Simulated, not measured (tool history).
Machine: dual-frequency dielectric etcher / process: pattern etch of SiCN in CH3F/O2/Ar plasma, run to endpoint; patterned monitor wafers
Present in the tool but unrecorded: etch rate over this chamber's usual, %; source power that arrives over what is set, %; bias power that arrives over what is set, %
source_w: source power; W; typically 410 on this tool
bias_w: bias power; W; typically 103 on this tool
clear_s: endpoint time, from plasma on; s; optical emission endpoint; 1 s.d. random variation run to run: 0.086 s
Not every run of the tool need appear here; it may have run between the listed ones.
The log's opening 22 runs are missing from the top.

run	hour	source_w	bias_w	wafers since the last listed run	hours since the last wet clean	hours since the last source power generator calibration	hours since the last bias power generator calibration	hours since the last upper electrode change	incoming incoming film thickness, nm	clear_s
# hour 1775.8: source power generator calibrated
23	1792.3	500	103	783	196.4	16.5	1637.2	730.4	10.73	21.9
24	1836.4	330	128	724	240.5	60.6	1681.3	774.5	10.79	25.5
25	2139.8	410	103	4984	543.9	364.0	1984.7	1077.9	10.72	24.3
26	2206.8	460	90	1100	610.9	431.0	2051.7	1144.9	10.68	23.8
27	2309.5	510	116	1687	713.6	533.7	2154.4	1247.6	10.76	20.5
28	2416.4	490	88	1756	820.5	640.6	2261.3	1354.5	10.72	23.3
29	2473.1	410	126	931	877.2	697.3	2318.0	1411.2	10.70	21.9
# hour 2509.0: wet clean of the chamber
30	2561.0	410	103	1049	52.0	785.2	2405.9	1499.1	10.71	24.7
31	2638.9	470	110	1279	129.9	863.1	2483.8	1577.0	10.67	21.9
32	2679.5	410	103	666	170.5	903.7	2524.4	1617.6	10.70	24.6
33	2724.1	410	114	732	215.1	948.3	2569.0	1662.2	10.65	23.1
# hour 2743.8: bias power generator calibrated
34	2812.9	410	103	1393	303.9	1037.1	69.1	1751.0	10.76	24.4
35	2884.6	410	103	1177	375.6	1108.8	140.8	1822.7	10.70	24.3

Predict each of these 4 candidate next runs independently; none follows another, all start after run 35:
A	2885.0	410	103	6	376.0	1109.2	141.2	1823.1	10.68	?
B	2885.0	330	86	6	376.0	1109.2	141.2	1823.1	10.68	?
C	2885.0	510	88	6	376.0	1109.2	141.2	1823.1	10.68	?
D	2885.0	320	103	6	376.0	1109.2	141.2	1823.1	10.68	?

run	clear_s
A	24.2
B	30.1
C	22.9
D	28.4
Had the tool no hidden state, the same runs would have come out as:
run	clear_s
A	24.4
B	30.3
C	23.1
D	28.6
